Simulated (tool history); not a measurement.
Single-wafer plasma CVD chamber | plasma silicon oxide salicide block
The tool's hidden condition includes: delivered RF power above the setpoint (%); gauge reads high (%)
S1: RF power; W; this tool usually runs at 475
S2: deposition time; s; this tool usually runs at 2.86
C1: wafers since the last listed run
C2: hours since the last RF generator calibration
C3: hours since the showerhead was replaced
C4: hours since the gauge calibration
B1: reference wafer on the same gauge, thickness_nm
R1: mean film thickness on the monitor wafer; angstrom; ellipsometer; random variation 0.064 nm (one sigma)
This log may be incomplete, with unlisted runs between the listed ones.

Run 1, day 0: usual settings but S2 2.62 s; C1 0; C2 965.5; C3 7107.3; C4 514.6; B1 30.797. Result: R1 235.92 angstrom.
Run 2, day 0.712: usual settings but S2 2.62 s; C1 703; C2 982.6; C3 7124.4; C4 531.7; B1 30.804. Result: R1 234.99 angstrom.
Run 3, day 1.883: usual settings but S2 2.62 s; C1 1155; C2 1010.7; C3 7152.5; C4 559.8; B1 30.801. Result: R1 235.73 angstrom.
Run 4, day 2.767: usual settings but S1 405 W, S2 2.52 s; C1 872; C2 1031.9; C3 7173.7; C4 581; B1 30.79. Result: R1 218.41 angstrom.
Run 5, day 4.204: usual settings but S1 405 W, S2 2.52 s; C1 1419; C2 1066.4; C3 7208.2; C4 615.5; B1 30.822. Result: R1 218.61 angstrom.
Run 6, day 5.654: usual settings but S1 405 W, S2 2.52 s; C1 1431; C2 1101.2; C3 7243; C4 650.3; B1 30.823. Result: R1 218.83 angstrom.
Run 7, day 6.596: usual settings; C1 929; C2 1123.8; C3 7265.6; C4 672.9; B1 30.799. Result: R1 256.73 angstrom.
Run 8, day 10.317: usual settings; C1 3673; C2 1213.1; C3 7354.9; C4 762.2; B1 30.771. Result: R1 256.19 angstrom.
Run 9, day 11.429: usual settings; C1 1098; C2 1239.8; C3 7381.6; C4 788.9; B1 30.805. Result: R1 255.95 angstrom.
Run 10, day 12.267: usual settings; C1 826; C2 1259.9; C3 7401.7; C4 809; B1 30.803. Result: R1 254.78 angstrom.
Run 11, day 13.625: usual settings; C1 1340; C2 1292.5; C3 7434.3; C4 841.6; B1 30.82. Result: R1 255.52 angstrom.
Run 12, day 14.925: usual settings; C1 1283; C2 1323.7; C3 7465.5; C4 872.8; B1 30.801. Result: R1 255.3 angstrom.
Run 13, day 15.621: usual settings; C1 686; C2 1340.4; C3 7482.2; C4 889.5; B1 30.799. Result: R1 256.11 angstrom.
Run 14, day 16.658: usual settings; C1 1024; C2 1365.3; C3 7507.1; C4 914.4; B1 30.802. Result: R1 256.16 angstrom.
Run 15, day 17.212: usual settings; C1 547; C2 1378.6; C3 7520.4; C4 927.7; B1 30.808. Result: R1 255.27 angstrom.
Run 16, day 18.008: usual settings but S1 410 W, S2 2.73 s; C1 785; C2 1397.7; C3 7539.5; C4 946.8; B1 30.808. Result: R1 236.88 angstrom.
Run 17, day 18.938: usual settings but S1 410 W, S2 2.73 s; C1 917; C2 1420; C3 7561.8; C4 969.1; B1 30.78. Result: R1 236.97 angstrom.
Run 18, day 19.996: usual settings but S1 410 W, S2 2.73 s; C1 1044; C2 1445.4; C3 7587.2; C4 994.5; B1 30.799. Result: R1 236.77 angstrom.
Run 19, day 20.925: usual settings but S1 445 W; C1 917; C2 1467.7; C3 7609.5; C4 1016.8; B1 30.804. Result: R1 252.99 angstrom.
Run 20, day 22.021: usual settings but S1 445 W; C1 1081; C2 1494; C3 7635.8; C4 1043.1; B1 30.793. Result: R1 251.74 angstrom.
Run 21, day 22.708: usual settings but S1 445 W; C1 678; C2 1510.5; C3 7652.3; C4 1059.6; B1 30.829. Result: R1 252.65 angstrom.
Run 22, day 23.546: usual settings but S1 410 W, S2 2.73 s; C1 826; C2 1530.6; C3 7672.4; C4 1079.7; B1 30.8. Result: R1 236.85 angstrom.
At day 25.046: showerhead replaced.
Run 23, day 25.067: usual settings but S1 420 W, S2 2.38 s; C1 1172; C2 1567.1; C3 0.5; C4 1116.2; B1 30.789. Result: R1 207.05 angstrom.
Run 24, day 25.508: usual settings; C1 436; C2 1577.7; C3 11.1; C4 1126.8; B1 30.783. Result: R1 256.68 angstrom.
Run 25, day 26.258: usual settings but S1 390 W, S2 2.58 s; C1 740; C2 1595.7; C3 29.1; C4 1144.8; B1 30.781. Result: R1 220.85 angstrom.
Run 26, day 27.538: usual settings but S1 530 W, S2 2.52 s; C1 1262; C2 1626.4; C3 59.8; C4 1175.5; B1 30.812. Result: R1 231.36 angstrom.
Run 27, day 28.254: usual settings but S2 2.71 s; C1 707; C2 1643.6; C3 77; C4 1192.7; B1 30.787. Result: R1 240.73 angstrom.
Run 28, day 28.762: usual settings but S1 420 W; C1 501; C2 1655.8; C3 89.2; C4 1204.9; B1 30.822. Result: R1 248.84 angstrom.
Run 29, day 30.046: usual settings but S1 450 W, S2 2.38 s; C1 1266; C2 1686.6; C3 120; C4 1235.7; B1 30.799. Result: R1 210.16 angstrom.
At day 30.712: RF generator calibrated.
Run 30, day 30.946: usual settings but S1 450 W, S2 2.67 s; C1 559; C2 5.6; C3 141.6; C4 1257.3; B1 30.78. Result: R1 239.65 angstrom.
Run 31, day 31.85: usual settings but S1 450 W, S2 3.12 s; C1 892; C2 27.3; C3 163.3; C4 1279; B1 30.794. Result: R1 279.97 angstrom.
Run 32, day 33.225: usual settings but S1 385 W, S2 3.11 s; C1 1357; C2 60.3; C3 196.3; C4 1312; B1 30.811. Result: R1 269.88 angstrom.
At day 33.729: gauge calibrated.
Run 33, day 34.175: usual settings but S1 395 W, S2 2.47 s; C1 937; C2 83.1; C3 219.1; C4 10.7; B1 30.791. Result: R1 215.24 angstrom.
Run 34, day 35.342: usual settings but S1 450 W, S2 2.38 s; C1 1151; C2 111.1; C3 247.1; C4 38.7; B1 30.813. Result: R1 213.23 angstrom.
Run 35, day 36.258: usual settings but S1 515 W, S2 3.42 s; C1 904; C2 133.1; C3 269.1; C4 60.7; B1 30.774. Result: R1 316.8 angstrom.
Run 36, day 37.483: usual settings but S1 385 W; C1 1209; C2 162.5; C3 298.5; C4 90.1; B1 30.783. Result: R1 247.78 angstrom.
Run 37, day 38.612: usual settings but S1 450 W; C1 1114; C2 189.6; C3 325.6; C4 117.2; B1 30.794. Result: R1 256.63 angstrom.
Run 38, day 39.975: usual settings but S1 410 W, S2 2.73 s; C1 1345; C2 222.3; C3 358.3; C4 149.9; B1 30.792. Result: R1 240.41 angstrom.
Run 39, day 41.2: usual settings but S1 435 W, S2 3.13 s; C1 1209; C2 251.7; C3 387.7; C4 179.3; B1 30.798. Result: R1 277.2 angstrom.
Run 40, day 42.512: usual settings but S2 2.41 s; C1 1295; C2 283.2; C3 419.2; C4 210.8; B1 30.818. Result: R1 218.62 angstrom.
Run 41, day 43.388: usual settings but S2 2.57 s; C1 863; C2 304.2; C3 440.2; C4 231.8; B1 30.784. Result: R1 232.67 angstrom.
Run 42, day 44.275: usual settings but S1 400 W, S2 3.39 s; C1 876; C2 325.5; C3 461.5; C4 253.1; B1 30.789. Result: R1 295.39 angstrom.
Run 43, day 45.725: usual settings but S1 450 W, S2 2.52 s; C1 1431; C2 360.3; C3 496.3; C4 287.9; B1 30.8. Result: R1 225.4 angstrom.
Run 44, day 46.858: usual settings but S1 510 W, S2 3.07 s; C1 1118; C2 387.5; C3 523.5; C4 315.1; B1 30.776. Result: R1 281.94 angstrom.

A few steps of R1 between consecutive runs. Split each: what settings, incoming material and random variation would produce without the hidden state, and what is left over for the hidden state, along with gauge scatter present in only one of the two compared results (measured, and without hidden state):
Run 23 -> 24: S1 420 -> 475, S2 2.38 -> 2.86. R1 +49.63 angstrom: hidden state -0.87, all else +50.5.
Run 28 -> 29: S1 420 -> 450, S2 2.86 -> 2.38. R1 -38.68 angstrom: hidden state +0.62, all else -39.3.
Run 29 -> 30: S2 2.38 -> 2.67, RF generator calibrated. R1 +29.49 angstrom: hidden state +3.79, all else +25.7.
Run 34 -> 35: S1 450 -> 515, S2 2.38 -> 3.42. R1 +103.57 angstrom: hidden state -0.21, all else +103.78.
Run 35 -> 36: S1 515 -> 385, S2 3.42 -> 2.86. R1 -69.02 angstrom: hidden state +0.04, all else -69.06.
Run 42 -> 43: S1 400 -> 450, S2 3.39 -> 2.52. R1 -69.99 angstrom: hidden state +0.17, all else -70.16.

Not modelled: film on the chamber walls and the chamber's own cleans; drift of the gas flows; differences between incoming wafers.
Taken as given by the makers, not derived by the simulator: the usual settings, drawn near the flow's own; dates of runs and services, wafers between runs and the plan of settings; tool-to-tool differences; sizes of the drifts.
